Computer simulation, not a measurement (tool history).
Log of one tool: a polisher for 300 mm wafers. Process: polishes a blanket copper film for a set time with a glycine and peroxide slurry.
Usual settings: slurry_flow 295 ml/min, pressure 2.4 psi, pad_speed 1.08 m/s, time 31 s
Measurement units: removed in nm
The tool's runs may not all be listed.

| run | hour | slurry_flow | pressure | pad_speed | time | wafers since the last listed run | wafers polished on this pad | hours since the slurry nozzle was cleaned | hours since the head pressure was calibrated | incoming thickness of the incoming film, nm | removed |
|---|---|---|---|---|---|---|---|---|---|---|---|
| 1 | 0.0 | 295 | 2.4 | 1.08 | 31 | 0 | 652 | 64.3 | 212.6 | 1275.9 | 171.3 |
| 2 | 18.0 | 295 | 2.4 | 1.08 | 31 | 236 | 888 | 82.3 | 230.6 | 1292.2 | 163.8 |
| 3 | 28.8 | 295 | 2.4 | 1.08 | 31 | 142 | 1030 | 93.1 | 241.4 | 1260.8 | 164.0 |
|  | 39.2 | worn pad replaced by a new one |
| 4 | 43.0 | 295 | 2.4 | 1.08 | 31 | 134 | 50 | 107.3 | 255.6 | 1277.1 | 172.1 |
| 5 | 53.0 | 295 | 2.4 | 1.08 | 31 | 131 | 181 | 117.3 | 265.6 | 1281.2 | 171.9 |
| 6 | 65.7 | 295 | 2.4 | 1.08 | 31 | 167 | 348 | 130.0 | 278.3 | 1271.1 | 170.8 |
| 7 | 82.1 | 295 | 2.4 | 1.08 | 31 | 215 | 564 | 146.4 | 294.7 | 1276.8 | 165.9 |
| 8 | 99.2 | 295 | 2.4 | 1.08 | 31 | 224 | 789 | 163.5 | 311.8 | 1271.8 | 169.2 |
| 9 | 106.2 | 295 | 2.4 | 1.08 | 31 | 92 | 881 | 170.5 | 318.8 | 1277.2 | 166.5 |
| 10 | 112.4 | 295 | 2.4 | 1.08 | 31 | 81 | 963 | 176.7 | 325.0 | 1251.9 | 165.0 |
| 11 | 125.9 | 295 | 2.4 | 1.36 | 31 | 177 | 1140 | 190.2 | 338.5 | 1265.2 | 194.5 |
|  | 131.3 | worn pad replaced by a new one, of another model than before |
| 12 | 143.4 | 295 | 2.4 | 1.36 | 31 | 177 | 159 | 207.7 | 356.0 | 1272.2 | 210.6 |
| 13 | 149.5 | 265 | 2.4 | 1.08 | 33 | 80 | 239 | 213.8 | 362.1 | 1261.4 | 178.8 |
| 14 | 158.7 | 265 | 2.4 | 1.08 | 33 | 121 | 360 | 223.0 | 371.3 | 1283.0 | 176.6 |
| 15 | 169.5 | 265 | 2.4 | 1.08 | 33 | 142 | 503 | 233.8 | 382.1 | 1305.4 | 176.8 |
| 16 | 176.6 | 295 | 2.4 | 0.90 | 36 | 93 | 596 | 240.9 | 389.2 | 1275.9 | 162.2 |
| 17 | 187.6 | 295 | 2.4 | 0.90 | 36 | 144 | 741 | 251.9 | 400.2 | 1282.1 | 162.2 |
| 18 | 200.7 | 295 | 2.4 | 0.90 | 36 | 172 | 913 | 265.0 | 413.3 | 1289.4 | 155.6 |
|  | 232.9 | worn pad replaced by a new one |
|  | 239.7 | head pressure recalibrated |
| 19 | 240.2 | 325 | 1.8 | 1.26 | 37 | 440 | 70 | 304.5 | 0.5 | 1252.5 | 201.6 |
| 20 | 247.5 | 255 | 3.2 | 1.08 | 31 | 96 | 166 | 311.8 | 7.8 | 1269.1 | 206.6 |
| 21 | 260.4 | 295 | 2.4 | 1.08 | 31 | 169 | 336 | 324.7 | 20.7 | 1273.0 | 170.1 |
| 22 | 272.9 | 265 | 2.4 | 0.84 | 31 | 164 | 500 | 337.2 | 33.2 | 1308.5 | 134.1 |
| 23 | 289.8 | 295 | 2.4 | 1.08 | 31 | 222 | 722 | 354.1 | 50.1 | 1285.3 | 169.3 |
|  | 335.9 | worn pad replaced by a new one |
| 24 | 339.0 | 295 | 2.4 | 1.08 | 31 | 594 | 40 | 403.3 | 99.3 | 1261.4 | 170.9 |
| 25 | 351.0 | 295 | 2.4 | 1.08 | 31 | 157 | 198 | 415.3 | 111.3 | 1271.2 | 171.0 |
|  | 353.1 | slurry nozzle cleaned |
| 26 | 358.1 | 205 | 2.4 | 1.28 | 31 | 80 | 278 | 5.0 | 118.4 | 1288.1 | 192.0 |
| 27 | 366.2 | 295 | 2.4 | 1.08 | 31 | 106 | 384 | 13.1 | 126.5 | 1286.4 | 168.9 |
| 28 | 379.1 | 230 | 2.4 | 1.40 | 34 | 169 | 554 | 26.0 | 139.4 | 1302.0 | 234.3 |
| 29 | 387.0 | 295 | 2.4 | 1.08 | 31 | 103 | 658 | 33.9 | 147.3 | 1276.1 | 170.1 |
| 30 | 400.6 | 235 | 2.2 | 1.08 | 31 | 178 | 837 | 47.5 | 160.9 | 1277.4 | 155.0 |
| 31 | 416.7 | 375 | 1.9 | 1.26 | 25 | 211 | 1049 | 63.6 | 177.0 | 1289.4 | 133.9 |
|  | 425.5 | worn pad replaced by a new one |
| 32 | 431.3 | 375 | 2.4 | 1.08 | 31 | 139 | 76 | 78.2 | 191.6 | 1290.1 | 172.6 |
| 33 | 442.8 | 295 | 2.4 | 1.08 | 31 | 151 | 227 | 89.7 | 203.1 | 1301.3 | 172.0 |
| 34 | 460.7 | 265 | 1.9 | 1.08 | 36 | 235 | 463 | 107.6 | 221.0 | 1261.0 | 165.1 |
| 35 | 466.9 | 295 | 2.1 | 1.08 | 31 | 81 | 544 | 113.8 | 227.2 | 1296.8 | 155.4 |
| 36 | 483.5 | 295 | 2.4 | 1.08 | 31 | 218 | 763 | 130.4 | 243.8 | 1290.5 | 168.0 |
| 37 | 493.0 | 205 | 1.9 | 1.34 | 31 | 124 | 888 | 139.9 | 253.3 | 1283.7 | 173.5 |

What differs in the tool's unlogged condition from the final listed run ahead of each entry between runs to the first listed run following it?
From run 3 to run 4: worn pad replaced by a new one (hour 39.2)
  removal rate lost through wear of the pad, %: 5.68 -> 0.904
  measured result minus the result with no hidden state, removed: -9.9 -> -1.6 nm
From run 11 to run 12: worn pad replaced by a new one, of another model than before (hour 131.3)
  removal rate lost through wear of the pad, %: 6.62 -> 2.3
  measured result minus the result with no hidden state, removed: -13.8 -> -5.0 nm
From run 18 to run 19: worn pad replaced by a new one (hour 232.9); head pressure recalibrated (hour 239.7)
  removal rate lost through wear of the pad, %: 5.86 -> 0.05
  measured result minus the result with no hidden state, removed: -9.7 -> -0.1 nm
From run 23 to run 24: worn pad replaced by a new one (hour 335.9)
  removal rate lost through wear of the pad, %: 2.48 -> 1.02
  measured result minus the result with no hidden state, removed: -4.3 -> -1.8 nm
From run 25 to run 26: slurry nozzle cleaned (hour 353.1)
  removal rate lost through wear of the pad, %: 1.19 -> 1.39
  measured result minus the result with no hidden state, removed: -2.1 -> -2.7 nm
From run 31 to run 32: worn pad replaced by a new one (hour 425.5)
  removal rate lost through wear of the pad, %: 5.98 -> 0.854
  measured result minus the result with no hidden state, removed: -8.5 -> -1.5 nm
